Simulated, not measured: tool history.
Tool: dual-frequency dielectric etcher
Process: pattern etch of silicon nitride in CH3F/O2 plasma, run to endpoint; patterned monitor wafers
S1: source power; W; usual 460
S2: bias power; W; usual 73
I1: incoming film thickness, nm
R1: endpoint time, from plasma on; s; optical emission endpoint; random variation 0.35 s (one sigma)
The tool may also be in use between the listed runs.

Run 1, hour 0.0: usual settings but S1 540 W; I1 60.5. Result: R1 66.5 s.
Run 2, hour 14.6: usual settings but S1 540 W; I1 61.0. Result: R1 66.7 s.
Run 3, hour 31.8: usual settings but S1 540 W; I1 60.9. Result: R1 67.4 s.
Run 4, hour 63.0: usual settings but S1 520 W; I1 61.4. Result: R1 69.1 s.
Run 5, hour 91.0: usual settings but S1 520 W; I1 61.1. Result: R1 68.3 s.
Run 6, hour 119.7: usual settings but S1 520 W; I1 60.9. Result: R1 69.2 s.
At hour 132.5: source power generator calibrated.
Run 7, hour 134.0: usual settings; I1 60.6. Result: R1 72.1 s.
Run 8, hour 166.6: usual settings; I1 60.6. Result: R1 72.7 s.
Run 9, hour 202.5: usual settings but S1 390 W; I1 60.9. Result: R1 79.3 s.
Run 10, hour 219.5: usual settings; I1 60.2. Result: R1 72.6 s.
Run 11, hour 242.4: usual settings; I1 60.8. Result: R1 73.1 s.
Run 12, hour 257.9: usual settings but S1 350 W; I1 61.8. Result: R1 83.8 s.
At hour 294.9: wet clean of the chamber.
Run 13, hour 295.4: usual settings but S1 510 W, S2 63 W; I1 60.5. Result: R1 70.3 s.
Run 14, hour 295.8: usual settings but S1 370 W, S2 90 W; I1 60.9. Result: R1 69.6 s.
Run 15, hour 313.7: usual settings but S2 66 W; I1 60.7. Result: R1 71.4 s.
Run 16, hour 331.9: usual settings but S1 390 W, S2 79 W; I1 60.7. Result: R1 72.5 s.
Run 17, hour 361.3: usual settings but S1 400 W; I1 60.9. Result: R1 74.2 s.
Run 18, hour 386.1: usual settings; I1 59.9. Result: R1 69.2 s.
Run 19, hour 407.3: usual settings but S1 520 W; I1 60.7. Result: R1 66.1 s.
Run 20, hour 447.5: usual settings but S1 530 W, S2 80 W; I1 60.7. Result: R1 63.1 s.
Run 21, hour 462.5: usual settings but S2 79 W; I1 60.6. Result: R1 67.3 s.
Run 22, hour 494.0: usual settings but S1 570 W, S2 85 W; I1 60.1. Result: R1 59.1 s.
At hour 510.1: bias power generator calibrated.
At hour 545.4: upper electrode replaced.
Run 23, hour 545.9: usual settings but S1 390 W; I1 60.6. Result: R1 75.8 s.
Run 24, hour 546.3: usual settings but S2 89 W; I1 60.3. Result: R1 65.3 s.
Run 25, hour 558.2: usual settings but S1 410 W, S2 68 W; I1 60.7. Result: R1 76.6 s.
Run 26, hour 576.2: usual settings; I1 60.5. Result: R1 71.3 s.
Run 27, hour 595.2: usual settings but S1 540 W, S2 80 W; I1 60.7. Result: R1 64.2 s.
Run 28, hour 629.5: usual settings; I1 60.9. Result: R1 72.0 s.
Run 29, hour 649.2: usual settings but S2 64 W; I1 60.7. Result: R1 74.8 s.
Run 30, hour 682.4: usual settings but S1 520 W, S2 57 W; I1 61.0. Result: R1 75.5 s.
Run 31, hour 715.9: usual settings but S1 340 W, S2 68 W; I1 60.6. Result: R1 84.2 s.
Run 32, hour 733.1: usual settings but S1 540 W, S2 85 W; I1 60.5. Result: R1 62.5 s.
Run 33, hour 755.4: usual settings; I1 60.2. Result: R1 71.7 s.
Run 34, hour 786.1: usual settings but S1 490 W; I1 60.4. Result: R1 69.7 s.

Hidden state or all else? Some run-to-run changes of R1, split into what the settings, what came in and random variation would give without the hidden state, and what is left for the hidden state (with any gauge scatter that isn't in both results):
The hidden state here: etch rate over this chamber's usual, %; source power that arrives over what is set, %; bias power that arrives over what is set, %.
Run 12 -> 13: S1 350 -> 510, S2 73 -> 63, wet clean of the chamber. R1 -13.5 s: hidden state -4.6, all else -8.9.
Run 22 -> 23: S1 570 -> 390, S2 85 -> 73, bias power generator calibrated, upper electrode replaced. R1 +16.7 s: hidden state +0.7, all else +16.0.
Run 31 -> 32: S1 340 -> 540, S2 68 -> 85. R1 -21.7 s: hidden state -0.7, all else -21.0.

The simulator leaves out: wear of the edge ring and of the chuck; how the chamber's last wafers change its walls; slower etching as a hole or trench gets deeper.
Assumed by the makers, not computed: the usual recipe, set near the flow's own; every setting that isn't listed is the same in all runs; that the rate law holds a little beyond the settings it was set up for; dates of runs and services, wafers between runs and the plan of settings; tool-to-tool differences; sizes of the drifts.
